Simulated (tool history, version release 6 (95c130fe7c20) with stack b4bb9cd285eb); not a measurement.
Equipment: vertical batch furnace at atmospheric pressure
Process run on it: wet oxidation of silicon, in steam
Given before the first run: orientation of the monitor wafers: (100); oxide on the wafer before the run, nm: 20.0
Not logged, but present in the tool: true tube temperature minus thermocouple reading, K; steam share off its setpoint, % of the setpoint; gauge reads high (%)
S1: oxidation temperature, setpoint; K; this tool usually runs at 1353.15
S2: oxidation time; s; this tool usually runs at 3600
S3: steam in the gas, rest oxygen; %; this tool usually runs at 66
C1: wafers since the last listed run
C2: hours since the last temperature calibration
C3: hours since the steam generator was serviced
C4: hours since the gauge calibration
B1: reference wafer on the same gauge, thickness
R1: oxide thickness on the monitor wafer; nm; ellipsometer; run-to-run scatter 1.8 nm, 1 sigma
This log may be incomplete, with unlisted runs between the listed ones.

run,day,S1,S2,S3,C1,C2,C3,C4,B1,R1
1,0.000,1353.15,3600,66,0,4023.5,2280.6,195.1,652.73,588.38
2,1.104,1353.15,3600,66,420,4050.0,2307.1,221.6,653.48,590.34
3,2.600,1353.15,2880,73,569,4085.9,2343.0,257.5,652.99,549.93
4,3.458,1353.15,2880,73,326,4106.5,2363.6,278.1,653.50,548.27
5,4.021,1353.15,2880,73,214,4120.0,2377.1,291.6,652.89,548.54
6,5.317,1353.15,5010,66,493,4151.1,2408.2,322.7,652.30,710.98
7,6.229,1353.15,2520,66,347,4173.0,2430.1,344.6,651.67,476.47
8,7.317,1353.15,2520,66,413,4199.1,2456.2,370.7,651.67,476.32
9,8.596,1353.15,2520,66,486,4229.8,2486.9,401.4,651.49,475.81
10,9.242,1353.15,3600,66,245,4245.3,2502.4,416.9,651.65,587.48
11,10.675,1353.15,3600,66,545,4279.7,2536.8,451.3,651.01,586.88
12,11.933,1353.15,3600,66,479,4309.9,2567.0,481.5,650.13,584.09
13,13.071,1353.15,3600,66,433,4337.2,2594.3,508.8,650.13,588.88
14,13.583,1353.15,3600,66,195,4349.5,2606.6,521.1,649.81,584.35
# day 14.662: steam generator serviced
15,14.950,1353.15,3600,66,139,4382.3,6.9,553.9,649.41,587.09
16,16.000,1353.15,3600,66,399,4407.5,32.1,579.1,649.34,585.16
17,16.754,1353.15,3600,66,287,4425.6,50.2,597.2,649.44,583.92
# day 18.625: thermocouples replaced and temperature profile calibrated
18,18.646,1353.15,3600,66,339,0.5,95.6,642.6,647.34,585.31
19,21.117,1371.15,2340,58,940,59.8,154.9,701.9,646.54,452.85
20,22.242,1330.15,3600,58,428,86.8,181.9,728.9,645.91,481.95
21,23.038,1329.15,2970,66,302,105.9,201.0,748.0,644.81,458.10
# day 24.417: gauge calibrated
22,25.058,1353.15,3600,66,769,154.4,249.5,15.4,657.44,592.16
23,25.625,1353.15,3600,66,215,168.0,263.1,29.0,657.64,591.10
24,27.046,1340.15,3600,66,540,202.1,297.2,63.1,657.44,554.67
25,28.275,1371.15,2340,58,467,231.6,326.7,92.6,656.45,462.06
26,28.975,1353.15,3600,66,266,248.4,343.5,109.4,657.37,587.99
27,30.025,1335.15,3600,62,399,273.6,368.7,134.6,657.07,520.51
28,31.146,1353.15,2310,57,426,300.5,395.6,161.5,655.98,415.11
29,32.450,1332.15,4860,62,496,331.8,426.9,192.8,656.64,613.66
30,34.871,1333.15,5190,74,921,389.9,485.0,250.9,655.95,714.65
31,36.358,1347.15,3600,66,566,425.6,520.7,286.6,655.82,573.67
32,37.071,1353.15,3600,78,271,442.7,537.8,303.7,655.57,647.70

What if the next run were any one of these 4? Each begins from the tool's condition after run 32:
A,37.275,1353.15,3600,66,77,447.6,542.7,308.6,?,?
B,37.275,1366.15,2820,66,77,447.6,542.7,308.6,?,?
C,37.275,1378.15,4230,60,77,447.6,542.7,308.6,?,?
D,37.275,1353.15,2580,69,77,447.6,542.7,308.6,?,?

run,B1,R1
A,655.02,585.82
B,655.02,538.43
C,655.02,672.69
D,655.02,494.82
Without the tool's hidden state the same runs would have given:
run,R1
A,586.42
B,538.99
C,673.38
D,495.33
